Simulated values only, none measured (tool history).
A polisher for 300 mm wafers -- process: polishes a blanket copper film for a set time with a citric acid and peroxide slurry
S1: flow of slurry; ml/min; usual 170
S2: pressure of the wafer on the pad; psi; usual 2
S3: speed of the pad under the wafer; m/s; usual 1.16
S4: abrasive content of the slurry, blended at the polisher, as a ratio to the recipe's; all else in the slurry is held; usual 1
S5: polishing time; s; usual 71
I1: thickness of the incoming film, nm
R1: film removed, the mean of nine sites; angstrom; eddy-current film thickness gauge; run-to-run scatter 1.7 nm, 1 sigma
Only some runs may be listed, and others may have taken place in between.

run 1 hour=0 | S1=170 S2=2 S3=1.16 S4=1 S5=71 | I1=1310.1 | R1=1099
run 2 hour=14.1 | S1=170 S2=2 S3=1.16 S4=0.85 S5=71 | I1=1289.5 | R1=1038
run 3 hour=29.5 | S1=170 S2=2 S3=1.16 S4=0.85 S5=71 | I1=1282.4 | R1=1024
run 4 hour=41.1 | S1=170 S2=2 S3=1.16 S4=0.85 S5=71 | I1=1272.9 | R1=1017
run 5 hour=55.5 | S1=170 S2=1.8 S3=1.16 S4=1 S5=64 | I1=1279 | R1=859
run 6 hour=69.8 | S1=170 S2=1.8 S3=1.16 S4=1 S5=64 | I1=1277.8 | R1=839
run 7 hour=87.5 | S1=170 S2=2 S3=1.16 S4=1 S5=71 | I1=1261.7 | R1=1008
run 8 hour=95.2 | S1=170 S2=2 S3=1.16 S4=1 S5=71 | I1=1260.4 | R1=970
run 9 hour=110.5 | S1=170 S2=2 S3=1.16 S4=1 S5=71 | I1=1292.8 | R1=944
run 10 hour=116.6 | S1=170 S2=1.8 S3=1.16 S4=1 S5=71 | I1=1258.4 | R1=842
-- hour=119.9 slurry nozzle cleaned
run 11 hour=122.9 | S1=170 S2=2 S3=1.16 S4=1 S5=84 | I1=1273.9 | R1=1134
-- hour=139 head pressure recalibrated
run 12 hour=139.5 | S1=195 S2=2 S3=1.26 S4=0.8 S5=63 | I1=1276.2 | R1=860
-- hour=142.7 slurry blender recalibrated
-- hour=153.1 worn pad replaced by a new one
run 13 hour=155.2 | S1=170 S2=2 S3=1.16 S4=1 S5=49 | I1=1256.7 | R1=756
run 14 hour=166.5 | S1=170 S2=2.4 S3=1.56 S4=1 S5=85 | I1=1285.3 | R1=2034
run 15 hour=183.8 | S1=170 S2=2 S3=1.16 S4=1 S5=71 | I1=1275.8 | R1=1070
run 16 hour=197.2 | S1=170 S2=2 S3=1.16 S4=1 S5=49 | I1=1282.2 | R1=728

Measured minus without-hidden-state, run by run (identical run-to-run variation in each term; gauge scatter may differ):
Hidden conditions of the tool in this case: removal rate lost through wear of the pad, %; slurry flow missing at the pad, %; deviation of the head's pressure from its setpoint, %; abrasive missing from the slurry, %.
run=1 R1=-15
run=2 R1=-26
run=3 R1=-41
run=4 R1=-53
run=5 R1=-60
run=6 R1=-75
run=7 R1=-118
run=8 R1=-126
run=9 R1=-148
run=10 R1=-142
run=11 R1=-207
run=12 R1=-186
run=13 R1=-17
run=14 R1=-60
run=15 R1=-45
run=16 R1=-40
